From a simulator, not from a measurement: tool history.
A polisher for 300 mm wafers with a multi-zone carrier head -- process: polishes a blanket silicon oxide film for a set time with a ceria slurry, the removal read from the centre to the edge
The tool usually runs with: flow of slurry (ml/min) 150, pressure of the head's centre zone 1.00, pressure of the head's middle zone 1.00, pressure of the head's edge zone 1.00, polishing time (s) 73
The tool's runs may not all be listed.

run	hour	flow of slurry (ml/min)	pressure of the head's centre zone	pressure of the head's middle zone	pressure of the head's edge zone	polishing time (s)	wafers since the last listed run	wafers polished on this pad	hours since the slurry nozzle was cleaned	hours since the centre zone pressure was calibrated	hours since the edge zone pressure was calibrated	hours since the carrier head's membrane was replaced	incoming thickness of the incoming film, nm	film removed at the wafer's centre (Å)	film removed at mid-radius (Å)	film removed at the wafer's edge (Å)
1	0.0	150	1.00	1.00	1.00	84	0	5127	180.0	1283.2	696.6	347.0	1800.4	3117	3342	3389
# hour 14.8: edge zone pressure recalibrated
2	53.9	165	1.00	1.00	1.00	73	631	5758	233.9	1337.1	39.1	400.9	1767.0	2737	2988	2991
# hour 75.0: worn pad replaced by a new one
3	84.4	150	0.93	1.05	1.06	61	322	114	264.4	1367.6	69.6	431.4	1743.3	2055	2540	2521
4	122.3	150	1.00	0.97	1.00	58	460	575	302.3	1405.5	107.5	469.3	1772.1	2087	2260	2391
5	172.1	125	1.00	1.00	1.00	73	605	1180	352.1	1455.3	157.3	519.1	1791.1	2535	2790	2843
# hour 226.2: carrier head's membrane replaced by a new one
6	232.3	185	1.00	1.00	0.94	89	671	1852	412.3	1515.5	217.5	6.1	1785.4	3341	3672	3604
# hour 257.1: centre zone pressure recalibrated
7	341.0	150	1.00	1.00	1.00	94	1297	3149	521.0	83.9	326.2	114.8	1767.1	3766	3702	3821
8	379.5	135	1.08	1.00	1.00	64	468	3618	559.5	122.4	364.7	153.3	1763.8	2701	2503	2572
9	437.1	150	1.00	1.00	1.00	73	700	4318	617.1	180.0	422.3	210.9	1789.0	2901	2946	2952
# hour 485.5: worn pad replaced by a new one
# hour 564.1: slurry nozzle cleaned
10	644.0	150	1.00	1.09	1.00	73	2455	1914	79.9	386.9	629.2	417.8	1783.0	2935	3062	2939
11	698.4	150	1.00	1.00	1.00	66	661	2576	134.3	441.3	683.6	472.2	1791.1	2613	2633	2663
# hour 717.3: edge zone pressure recalibrated
12	747.1	150	1.00	1.00	1.00	73	567	3144	183.0	490.0	29.8	520.9	1774.1	2903	2933	2956
# hour 793.8: carrier head's membrane replaced by a new one
13	806.3	150	1.00	1.00	1.10	73	659	3803	242.2	549.2	89.0	12.5	1774.3	2913	2896	3078
14	862.7	185	1.00	1.00	1.00	59	685	4489	298.6	605.6	145.4	68.9	1788.5	2440	2439	2436
15	889.2	150	1.00	0.91	0.90	73	322	4811	325.1	632.1	171.9	95.4	1757.4	2870	2696	2861
16	947.4	125	0.90	0.92	1.00	90	707	5519	383.3	690.3	230.1	153.6	1777.1	3009	3279	3562
# hour 956.0: worn pad replaced by a new one
17	1017.8	150	1.07	1.00	1.00	73	807	752	453.7	760.7	300.5	224.0	1789.8	3027	2914	2994
18	1079.2	185	1.00	1.00	1.00	59	746	1498	515.1	822.1	361.9	285.4	1779.7	2404	2451	2461
19	1131.0	115	1.00	1.00	0.93	65	629	2128	566.9	873.9	413.7	337.2	1762.5	2356	2402	2459
20	1185.6	150	1.00	1.00	1.00	89	664	2792	621.5	928.5	468.3	391.8	1782.8	3376	3552	3580
21	1294.6	150	1.00	1.00	1.00	73	1325	4118	730.5	1037.5	577.3	500.8	1799.4	2795	2892	2973

Branching from run 21: 5 alternative next runs. What would each branch give?
A	1295.1	150	1.00	1.00	1.00	73	6	4124	731.0	1038.0	577.8	501.3	1795.7	?	?	?
B	1295.1	150	1.00	1.04	1.00	99	6	4124	731.0	1038.0	577.8	501.3	1795.7	?	?	?
C	1295.1	150	1.00	1.00	1.07	84	6	4124	731.0	1038.0	577.8	501.3	1795.7	?	?	?
D	1295.1	150	1.00	1.12	0.92	66	6	4124	731.0	1038.0	577.8	501.3	1795.7	?	?	?
E	1295.1	150	1.03	1.00	1.00	73	6	4124	731.0	1038.0	577.8	501.3	1795.7	?	?	?

run	film removed at the wafer's centre (Å)	film removed at mid-radius (Å)	film removed at the wafer's edge (Å)
A	2737	2844	2957
B	3712	3970	4008
C	3149	3272	3499
D	2476	2799	2582
E	2818	2844	2957
Take away the tool's hidden state, keep each run's random variation, and the runs would have read:
run	film removed at the wafer's centre (Å)	film removed at mid-radius (Å)	film removed at the wafer's edge (Å)
A	2883	2843	2957
B	3911	3969	4008
C	3318	3271	3499
D	2609	2798	2582
E	2969	2843	2957

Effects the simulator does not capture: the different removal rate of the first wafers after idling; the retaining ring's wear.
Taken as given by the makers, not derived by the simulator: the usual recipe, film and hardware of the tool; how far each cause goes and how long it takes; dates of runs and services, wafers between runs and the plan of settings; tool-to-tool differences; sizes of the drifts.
